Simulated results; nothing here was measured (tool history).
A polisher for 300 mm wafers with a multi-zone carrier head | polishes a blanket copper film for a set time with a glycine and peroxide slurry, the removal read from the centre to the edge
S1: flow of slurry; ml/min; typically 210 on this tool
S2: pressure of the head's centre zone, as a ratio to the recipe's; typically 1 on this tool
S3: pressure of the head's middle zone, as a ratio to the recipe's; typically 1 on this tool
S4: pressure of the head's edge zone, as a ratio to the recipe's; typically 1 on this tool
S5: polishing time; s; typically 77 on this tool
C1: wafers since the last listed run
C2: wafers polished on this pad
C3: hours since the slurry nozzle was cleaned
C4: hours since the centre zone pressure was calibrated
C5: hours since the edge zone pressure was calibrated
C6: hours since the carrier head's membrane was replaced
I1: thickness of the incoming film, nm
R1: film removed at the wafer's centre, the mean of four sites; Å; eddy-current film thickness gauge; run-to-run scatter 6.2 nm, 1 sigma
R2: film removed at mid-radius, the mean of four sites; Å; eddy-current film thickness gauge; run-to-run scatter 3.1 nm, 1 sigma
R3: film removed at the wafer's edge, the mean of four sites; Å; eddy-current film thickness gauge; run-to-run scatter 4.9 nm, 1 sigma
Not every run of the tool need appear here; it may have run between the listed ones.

Run 1, hour 0: usual settings; C1 0; C2 1437; C3 114.4; C4 240.7; C5 3.6; C6 735.8; I1 1221.5. Result: R1 4302 Å, R2 3977 Å, R3 4046 Å.
At hour 39.3: worn pad replaced by a new one.
Run 2, hour 88.8: usual settings; C1 697; C2 407; C3 203.2; C4 329.5; C5 92.4; C6 824.6; I1 1218.5. Result: R1 4597 Å, R2 4129 Å, R3 4046 Å.
Run 3, hour 179.6: usual settings but S5 67 s; C1 747; C2 1154; C3 294; C4 420.3; C5 183.2; C6 915.4; I1 1228.9. Result: R1 3904 Å, R2 3437 Å, R3 3534 Å.
Run 4, hour 239.1: usual settings but S5 67 s; C1 489; C2 1644; C3 353.5; C4 479.8; C5 242.7; C6 974.9; I1 1253.5. Result: R1 3735 Å, R2 3371 Å, R3 3352 Å.
At hour 280.5: worn pad replaced by a new one.
At hour 328.9: slurry nozzle cleaned.
At hour 415.4: carrier head's membrane replaced by a new one.
At hour 454.8: centre zone pressure recalibrated.
At hour 514.3: edge zone pressure recalibrated.
At hour 517: worn pad replaced by a new one.
Run 5, hour 517.5: usual settings; C1 2153; C2 4; C3 188.6; C4 62.7; C5 3.2; C6 102.1; I1 1221.9. Result: R1 4506 Å, R2 4252 Å, R3 4244 Å.
Run 6, hour 565.3: usual settings but S3 0.94; C1 393; C2 397; C3 236.4; C4 110.5; C5 51; C6 149.9; I1 1228.7. Result: R1 4500 Å, R2 3938 Å, R3 4094 Å.
Run 7, hour 647.8: usual settings but S3 0.94; C1 678; C2 1076; C3 318.9; C4 193; C5 133.5; C6 232.4; I1 1250.4. Result: R1 4423 Å, R2 3802 Å, R3 4056 Å.
Run 8, hour 707.2: usual settings but S2 1.04, S4 0.94; C1 488; C2 1565; C3 378.3; C4 252.4; C5 192.9; C6 291.8; I1 1259. Result: R1 4408 Å, R2 3975 Å, R3 3825 Å.

Run 9 is up next; what results do you expect?
At hour 723.5: worn pad replaced by a new one.
Run 9, hour 774.1: usual settings; C1 517; C2 416; C3 445.2; C4 319.3; C5 259.8; C6 358.7; I1 1248.7. Result: R1 ?, R2 ?, R3 ?.

{"run 9": {"R1": 4774, "R2": 4223, "R3": 4177}}
Minus the tool's unlogged condition, the same run would have read R1 4555 Å, R2 4318 Å, R3 4269 Å.
